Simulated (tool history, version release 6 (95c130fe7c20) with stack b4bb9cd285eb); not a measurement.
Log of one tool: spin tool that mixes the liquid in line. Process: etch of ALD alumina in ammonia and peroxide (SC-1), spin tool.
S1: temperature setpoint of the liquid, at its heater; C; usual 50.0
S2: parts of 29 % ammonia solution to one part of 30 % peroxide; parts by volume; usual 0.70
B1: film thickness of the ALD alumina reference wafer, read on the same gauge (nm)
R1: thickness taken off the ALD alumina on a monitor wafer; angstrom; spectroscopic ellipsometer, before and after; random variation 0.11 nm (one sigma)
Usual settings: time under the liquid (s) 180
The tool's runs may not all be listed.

{"run": 1, "day": 0.0, "S1": 43.0, "S2": 0.7, "time under the liquid (s)": 180, "B1": 90.02, "R1": 82.0}
{"run": 2, "day": 6.975, "S1": 50.0, "S2": 0.7, "time under the liquid (s)": 240, "B1": 89.99, "R1": 160.8}
{"run": 3, "day": 8.238, "S1": 50.0, "S2": 0.7, "time under the liquid (s)": 180, "B1": 89.95, "R1": 120.8}
{"run": 4, "day": 9.971, "S1": 50.0, "S2": 0.7, "time under the liquid (s)": 180, "B1": 89.98, "R1": 120.0}
{"run": 5, "day": 11.596, "S1": 50.0, "S2": 0.7, "time under the liquid (s)": 180, "B1": 90.0, "R1": 120.6}
{"day": 12.188, "done": "new drum of ammonia solution connected"}
{"run": 6, "day": 12.733, "S1": 50.0, "S2": 0.7, "time under the liquid (s)": 180, "B1": 89.98, "R1": 120.2}
{"run": 7, "day": 14.221, "S1": 50.0, "S2": 0.7, "time under the liquid (s)": 265, "B1": 90.0, "R1": 177.2}
{"day": 14.504, "done": "thermometer replaced"}
{"run": 8, "day": 16.192, "S1": 50.0, "S2": 0.7, "time under the liquid (s)": 180, "B1": 89.97, "R1": 119.8}
{"run": 9, "day": 18.954, "S1": 50.0, "S2": 0.7, "time under the liquid (s)": 180, "B1": 89.98, "R1": 122.4}
{"run": 10, "day": 21.004, "S1": 50.0, "S2": 0.7, "time under the liquid (s)": 180, "B1": 90.0, "R1": 120.3}
{"day": 22.296, "done": "ammonia flow meter replaced"}
{"run": 11, "day": 23.204, "S1": 50.0, "S2": 1.05, "time under the liquid (s)": 180, "B1": 89.96, "R1": 124.5}
{"run": 12, "day": 24.412, "S1": 56.0, "S2": 0.9, "time under the liquid (s)": 275, "B1": 90.03, "R1": 256.3}
{"day": 25.812, "done": "gauge calibrated"}
{"run": 13, "day": 25.979, "S1": 50.0, "S2": 0.7, "time under the liquid (s)": 180, "B1": 90.0, "R1": 118.1}

Forecast run 14:
{"day": 27.5, "done": "new drum of ammonia solution connected"}
{"run": 14, "day": 27.746, "S1": 42.5, "S2": 0.45, "time under the liquid (s)": 225, "B1": "?", "R1": "?"}

B1: 89.98
R1: 94.8 angstrom
Without the tool's hidden state the same run would have given R1 105.0 angstrom.
